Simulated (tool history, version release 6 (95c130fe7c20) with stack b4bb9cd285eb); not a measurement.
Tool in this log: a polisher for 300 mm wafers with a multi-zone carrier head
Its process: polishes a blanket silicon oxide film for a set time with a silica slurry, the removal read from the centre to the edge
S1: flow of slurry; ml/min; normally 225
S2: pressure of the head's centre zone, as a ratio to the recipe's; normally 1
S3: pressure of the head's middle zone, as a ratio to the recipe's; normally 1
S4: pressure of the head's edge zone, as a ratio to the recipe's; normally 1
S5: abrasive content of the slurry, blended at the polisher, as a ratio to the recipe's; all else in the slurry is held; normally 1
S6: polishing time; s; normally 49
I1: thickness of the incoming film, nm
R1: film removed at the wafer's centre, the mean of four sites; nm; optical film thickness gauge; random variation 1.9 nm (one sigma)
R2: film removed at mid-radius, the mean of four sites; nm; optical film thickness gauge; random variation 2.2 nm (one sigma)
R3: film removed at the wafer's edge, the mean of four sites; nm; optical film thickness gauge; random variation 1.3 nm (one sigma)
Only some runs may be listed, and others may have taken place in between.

run	hour	S1	S2	S3	S4	S5	S6	I1	R1	R2	R3
1	0	225	1.12	1	1	1	49	852.5	151.6	140.5	142.4
# hour 3.1: slurry nozzle cleaned
2	184.2	225	0.94	0.94	1	1	59	836.3	172.6	176.7	184.1
# hour 191: centre zone pressure recalibrated
3	217.1	225	1	1	1	1	49	849.9	150.7	150.6	154.2
4	254.2	225	1	1	1	1.1	49	843.8	161.5	162.2	164.5
5	326	225	1	1	1	1.25	63	854	218.9	221	226.8
# hour 392.2: worn pad replaced by a new one
6	393.8	225	1.07	1	1	1	39	866	124.7	119.4	120.5
# hour 399.6: carrier head's membrane replaced by a new one, of another model than before
7	444.4	225	1	1	1	1	49	845.4	149.5	150.3	153.3
8	511.4	225	1	1	1	0.75	49	839.6	117.5	118.3	120.3
9	557.1	305	0.95	1	1.11	0.8	49	851.6	122.9	133.6	138.3
# hour 577.2: edge zone pressure recalibrated
10	598.6	225	1	1	1	1	49	850	147.1	150.6	148.2
11	667.3	225	1	1	1	1	49	839.3	143.6	144.7	148.7
12	733	225	0.97	1	1	1	63	838.3	181.2	187.5	189.2
13	762.1	225	0.95	1	1	1	33	843.7	91.3	96.2	98.4
14	800.5	225	0.93	1	1.04	1.1	49	845.3	141.4	147.6	157.4
# hour 841.7: centre zone pressure recalibrated
# hour 845.1: slurry nozzle cleaned
# hour 852: worn pad replaced by a new one
15	867.8	225	1	1	1	1	49	834.8	148.9	154.8	152.6
16	916.9	225	1	1	1.1	1.1	49	843.6	159.5	159.9	174.7
17	1131.7	225	1	1	1	1	49	861.6	147.8	150.9	154
18	1198	225	1	1	0.91	1	41	836.9	124	127.1	120.5
19	1258.9	225	1	1	1	0.8	32	854.5	82.9	83.4	83.3
20	1304.9	225	1	1	1	1	49	848.8	151.1	152	152
# hour 1337.2: edge zone pressure recalibrated
# hour 1339: carrier head's membrane replaced by a new one
21	1339.5	225	1	1	1	1	65	861.8	200.1	200.2	202.6

Alternative continuations, all from the tool just after run 21; predict every row:
A	1339.9	225	1.06	1	1	1	49	865.6	?	?	?
B	1339.9	225	1.1	1	1	0.8	49	865.6	?	?	?
C	1339.9	200	1	1	1	1	49	865.6	?	?	?
D	1339.9	225	1	1	1.08	1	49	865.6	?	?	?

run	R1	R2	R3
A	153.2	149.5	149.8
B	131.3	125.8	126
C	146	146.8	147.7
D	149	149.5	157.2
Stripped of hidden state, with their random variation kept, the same runs would have yielded:
run	R1	R2	R3
A	156.8	152.7	152.1
B	134.4	128.5	128
C	149.8	150.2	150.3
D	152.5	152.7	159.6
